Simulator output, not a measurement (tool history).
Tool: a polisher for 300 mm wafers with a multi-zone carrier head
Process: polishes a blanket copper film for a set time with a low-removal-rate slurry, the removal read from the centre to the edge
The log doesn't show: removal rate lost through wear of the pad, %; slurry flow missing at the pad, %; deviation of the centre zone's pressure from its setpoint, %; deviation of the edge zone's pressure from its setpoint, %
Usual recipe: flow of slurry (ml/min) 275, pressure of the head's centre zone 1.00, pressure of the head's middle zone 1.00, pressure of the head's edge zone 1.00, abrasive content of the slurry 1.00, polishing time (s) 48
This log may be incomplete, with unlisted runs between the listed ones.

run    day  flow of slurry (ml/min)  pressure of the head's centre zone  pressure of the head's middle zone  pressure of the head's edge zone  abrasive content of the slurry  polishing time (s)  wafers since the last listed run  wafers polished on this pad  hours since the slurry nozzle was cleaned  hours since the centre zone pressure was calibrated  hours since the edge zone pressure was calibrated  hours since the carrier head's membrane was replaced  incoming thickness of the incoming film, nm  film removed at the wafer's centre (Å)  film removed at mid-radius (Å)  film removed at the wafer's edge (Å)
  1  0.000                      325                                1.00                                1.00                              1.00                            1.00                  48                                 0                          184                                      705.0                                                364.4                                              683.9                                                 523.3                                       1021.4                                    1653                            1620                                  1610
  2  0.738                      325                                1.00                                1.00                              1.00                            1.00                  48                               162                          347                                      722.7                                                382.1                                              701.6                                                 541.0                                       1029.6                                    1669                            1645                                  1561
  3  1.346                      325                                1.00                                1.00                              1.00                            1.00                  48                               134                          481                                      737.3                                                396.7                                              716.2                                                 555.6                                       1022.4                                    1644                            1653                                  1619
  4  1.871                      275                                1.00                                1.00                              1.04                            1.00                  48                               115                          597                                      749.9                                                409.3                                              728.8                                                 568.2                                       1031.9                                    1637                            1610                                  1645
  5  2.475                      275                                1.00                                1.00                              1.04                            1.00                  48                               133                          731                                      764.4                                                423.8                                              743.3                                                 582.7                                       1027.8                                    1630                            1618                                  1635
     3.250  -- worn pad replaced by a new one
  6  3.271                      275                                1.00                                1.00                              1.00                            1.00                  48                               138                            4                                      783.5                                                442.9                                              762.4                                                 601.8                                       1036.2                                    1622                            1596                                  1607
  7  3.404                      275                                1.00                                1.00                              1.00                            1.00                  48                                29                           33                                      786.7                                                446.1                                              765.6                                                 605.0                                       1033.6                                    1623                            1618                                  1626
     3.792  -- carrier head's membrane replaced by a new one
  8  4.100                      275                                1.00                                1.00                              1.00                            1.00                  48                               107                          141                                      803.4                                                462.8                                              782.3                                                   7.4                                       1023.5                                    1640                            1631                                  1611
  9  4.712                      275                                1.00                                1.00                              1.00                            1.00                  48                               135                          276                                      818.1                                                477.5                                              797.0                                                  22.1                                       1023.5                                    1602                            1612                                  1583
     5.092  -- centre zone pressure recalibrated
 10  5.162                      275                                1.00                                1.00                              0.92                            1.15                  42                                80                          357                                      828.9                                                  1.7                                              807.8                                                  32.9                                       1020.8                                    1452                            1442                                  1365
 11  5.542                      275                                1.00                                1.00                              1.00                            1.00                  48                                83                          441                                      838.0                                                 10.8                                              816.9                                                  42.0                                       1036.7                                    1624                            1626                                  1608
 12  5.942                      335                                0.89                                1.00                              0.93                            1.20                  48                                88                          529                                      847.6                                                 20.4                                              826.5                                                  51.6                                       1033.6                                    1485                            1671                                  1603
     6.029  -- edge zone pressure recalibrated
     6.062  -- slurry nozzle cleaned
 13  6.579                      275                                1.00                                1.00                              1.00                            0.85                  48                               115                          645                                       12.4                                                 35.7                                               13.2                                                  66.9                                       1035.0                                    1584                            1591                                  1584
 14  6.979                      305                                1.00                                1.00                              0.90                            1.00                  48                                88                          733                                       22.0                                                 45.3                                               22.8                                                  76.5                                       1016.9                                    1645                            1637                                  1588
 15  7.242                      215                                1.07                                1.03                              1.00                            1.00                  57                                57                          791                                       28.3                                                 51.6                                               29.1                                                  82.8                                       1019.6                                    2033                            1950                                  1899
     7.433  -- worn pad replaced by a new one
 16  7.804                      275                                1.00                                1.00                              1.00                            1.00                  48                                87                           82                                       41.8                                                 65.1                                               42.6                                                  96.3                                        996.9                                    1609                            1636                                  1609
 17  8.521                      245                                1.00                                1.00                              1.00                            1.10                  48                               158                          240                                       59.0                                                 82.3                                               59.8                                                 113.5                                       1035.5                                    1632                            1613                                  1603

Hidden state at the last listed run before each entry between runs and at the first one after, where it differs:
After run 5, before run 6: worn pad replaced by a new one (day 3.250)
  no difference in the tool's unlogged condition between these two runs
After run 7, before run 8: carrier head's membrane replaced by a new one (day 3.792)
  no difference in the tool's unlogged condition between these two runs
After run 9, before run 10: centre zone pressure recalibrated (day 5.092)
  no difference in the tool's unlogged condition between these two runs
After run 12, before run 13: edge zone pressure recalibrated (day 6.029); slurry nozzle cleaned (day 6.062)
  no difference in the tool's unlogged condition between these two runs
After run 15, before run 16: worn pad replaced by a new one (day 7.433)
  no difference in the tool's unlogged condition between these two runs

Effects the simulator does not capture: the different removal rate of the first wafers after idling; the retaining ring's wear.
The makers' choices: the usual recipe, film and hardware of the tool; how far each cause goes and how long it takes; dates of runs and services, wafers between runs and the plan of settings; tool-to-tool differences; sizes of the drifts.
